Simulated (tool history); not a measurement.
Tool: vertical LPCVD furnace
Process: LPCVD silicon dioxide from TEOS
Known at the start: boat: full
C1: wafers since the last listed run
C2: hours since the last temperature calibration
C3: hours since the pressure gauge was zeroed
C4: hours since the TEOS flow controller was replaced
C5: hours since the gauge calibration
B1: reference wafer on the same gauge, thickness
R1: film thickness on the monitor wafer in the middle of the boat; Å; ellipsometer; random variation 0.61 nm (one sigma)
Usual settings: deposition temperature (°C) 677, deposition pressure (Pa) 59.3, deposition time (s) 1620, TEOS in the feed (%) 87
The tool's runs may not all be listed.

run 1 hour=0 | deposition_temperature_(°C)=677 deposition_pressure_(Pa)=59.3 deposition_time_(s)=1620 TEOS_in_the_feed_(%)=87 | C1=0 C2=3598.8 C3=3517.2 C4=2567.3 C5=389.1 | B1=181.97 | R1=1706.5
run 2 hour=62.1 | deposition_temperature_(°C)=677 deposition_pressure_(Pa)=59.3 deposition_time_(s)=1620 TEOS_in_the_feed_(%)=87 | C1=1389 C2=3660.9 C3=3579.3 C4=2629.4 C5=451.2 | B1=182.07 | R1=1699
run 3 hour=112.4 | deposition_temperature_(°C)=677 deposition_pressure_(Pa)=50.7 deposition_time_(s)=1620 TEOS_in_the_feed_(%)=91 | C1=1125 C2=3711.2 C3=3629.6 C4=2679.7 C5=501.5 | B1=182.02 | R1=1613.9
run 4 hour=158 | deposition_temperature_(°C)=677 deposition_pressure_(Pa)=50.7 deposition_time_(s)=1620 TEOS_in_the_feed_(%)=91 | C1=1020 C2=3756.8 C3=3675.2 C4=2725.3 C5=547.1 | B1=182.07 | R1=1623.9
run 5 hour=183.2 | deposition_temperature_(°C)=677 deposition_pressure_(Pa)=50.7 deposition_time_(s)=1620 TEOS_in_the_feed_(%)=91 | C1=564 C2=3782 C3=3700.4 C4=2750.5 C5=572.3 | B1=181.97 | R1=1616.6
run 6 hour=246.6 | deposition_temperature_(°C)=677 deposition_pressure_(Pa)=59.3 deposition_time_(s)=1620 TEOS_in_the_feed_(%)=87 | C1=1418 C2=3845.4 C3=3763.8 C4=2813.9 C5=635.7 | B1=182 | R1=1710.1
run 7 hour=280 | deposition_temperature_(°C)=677 deposition_pressure_(Pa)=59.3 deposition_time_(s)=1620 TEOS_in_the_feed_(%)=87 | C1=747 C2=3878.8 C3=3797.2 C4=2847.3 C5=669.1 | B1=181.94 | R1=1719.2
-- hour=313.2 pressure gauge zeroed
-- hour=362.8 thermocouples replaced and temperature profile calibrated
run 8 hour=363.3 | deposition_temperature_(°C)=677 deposition_pressure_(Pa)=59.3 deposition_time_(s)=1620 TEOS_in_the_feed_(%)=87 | C1=790 C2=0.5 C3=50.1 C4=2930.6 C5=752.4 | B1=181.92 | R1=1808.6
run 9 hour=377.5 | deposition_temperature_(°C)=683 deposition_pressure_(Pa)=68.7 deposition_time_(s)=1620 TEOS_in_the_feed_(%)=78 | C1=317 C2=14.7 C3=64.3 C4=2944.8 C5=766.6 | B1=181.86 | R1=2125.8
-- hour=380.9 gauge calibrated
run 10 hour=448.7 | deposition_temperature_(°C)=677 deposition_pressure_(Pa)=59.3 deposition_time_(s)=1620 TEOS_in_the_feed_(%)=87 | C1=1593 C2=85.9 C3=135.5 C4=3016 C5=67.8 | B1=182.16 | R1=1811.1
run 11 hour=479.7 | deposition_temperature_(°C)=677 deposition_pressure_(Pa)=72.7 deposition_time_(s)=1620 TEOS_in_the_feed_(%)=87 | C1=693 C2=116.9 C3=166.5 C4=3047 C5=98.8 | B1=181.95 | R1=2017.7
-- hour=529.9 thermocouples replaced and temperature profile calibrated, repeated, since the last time left the tool worse
run 12 hour=530.4 | deposition_temperature_(°C)=677 deposition_pressure_(Pa)=59.3 deposition_time_(s)=1620 TEOS_in_the_feed_(%)=87 | C1=597 C2=0.5 C3=217.2 C4=3097.7 C5=149.5 | B1=182.06 | R1=1602.6
-- hour=704.8 TEOS flow controller replaced
run 13 hour=706.8 | deposition_temperature_(°C)=674 deposition_pressure_(Pa)=69.3 deposition_time_(s)=1800 TEOS_in_the_feed_(%)=87 | C1=3410 C2=176.9 C3=393.6 C4=2 C5=325.9 | B1=181.92 | R1=1803.8
run 14 hour=745.2 | deposition_temperature_(°C)=677 deposition_pressure_(Pa)=65.3 deposition_time_(s)=1920 TEOS_in_the_feed_(%)=73 | C1=859 C2=215.3 C3=432 C4=40.4 C5=364.3 | B1=181.91 | R1=1840.6
run 15 hour=795.1 | deposition_temperature_(°C)=677 deposition_pressure_(Pa)=72.7 deposition_time_(s)=1620 TEOS_in_the_feed_(%)=87 | C1=1116 C2=265.2 C3=481.9 C4=90.3 C5=414.2 | B1=181.93 | R1=1780.3
run 16 hour=851.6 | deposition_temperature_(°C)=667 deposition_pressure_(Pa)=59.3 deposition_time_(s)=1800 TEOS_in_the_feed_(%)=72 | C1=1264 C2=321.7 C3=538.4 C4=146.8 C5=470.7 | B1=181.98 | R1=1278.4
run 17 hour=899.6 | deposition_temperature_(°C)=670 deposition_pressure_(Pa)=59.3 deposition_time_(s)=1620 TEOS_in_the_feed_(%)=87 | C1=1074 C2=369.7 C3=586.4 C4=194.8 C5=518.7 | B1=181.96 | R1=1364.4

Forecast each of these 5 alternatives for the next run:
run A hour=903.1 | deposition_temperature_(°C)=681 deposition_pressure_(Pa)=59.3 deposition_time_(s)=1620 TEOS_in_the_feed_(%)=87 | C1=78 C2=373.2 C3=589.9 C4=198.3 C5=522.2 | B1=? | R1=?
run B hour=903.1 | deposition_temperature_(°C)=688 deposition_pressure_(Pa)=59.3 deposition_time_(s)=1620 TEOS_in_the_feed_(%)=87 | C1=78 C2=373.2 C3=589.9 C4=198.3 C5=522.2 | B1=? | R1=?
run C hour=903.1 | deposition_temperature_(°C)=672 deposition_pressure_(Pa)=59.3 deposition_time_(s)=1620 TEOS_in_the_feed_(%)=87 | C1=78 C2=373.2 C3=589.9 C4=198.3 C5=522.2 | B1=? | R1=?
run D hour=903.1 | deposition_temperature_(°C)=677 deposition_pressure_(Pa)=59.3 deposition_time_(s)=2040 TEOS_in_the_feed_(%)=87 | C1=78 C2=373.2 C3=589.9 C4=198.3 C5=522.2 | B1=? | R1=?
run E hour=903.1 | deposition_temperature_(°C)=685 deposition_pressure_(Pa)=59.3 deposition_time_(s)=1620 TEOS_in_the_feed_(%)=73 | C1=78 C2=373.2 C3=589.9 C4=198.3 C5=522.2 | B1=? | R1=?

run=A B1=181.93 R1=1794.2
run=B B1=181.93 R1=2122.4
run=C B1=181.93 R1=1440.3
run=D B1=181.93 R1=2050.2
run=E B1=181.93 R1=1809.6
Without the tool's hidden state the same runs would have given:
run=A R1=1772
run=B R1=2096.6
run=C R1=1422.2
run=D R1=2024.7
run=E R1=1787.5

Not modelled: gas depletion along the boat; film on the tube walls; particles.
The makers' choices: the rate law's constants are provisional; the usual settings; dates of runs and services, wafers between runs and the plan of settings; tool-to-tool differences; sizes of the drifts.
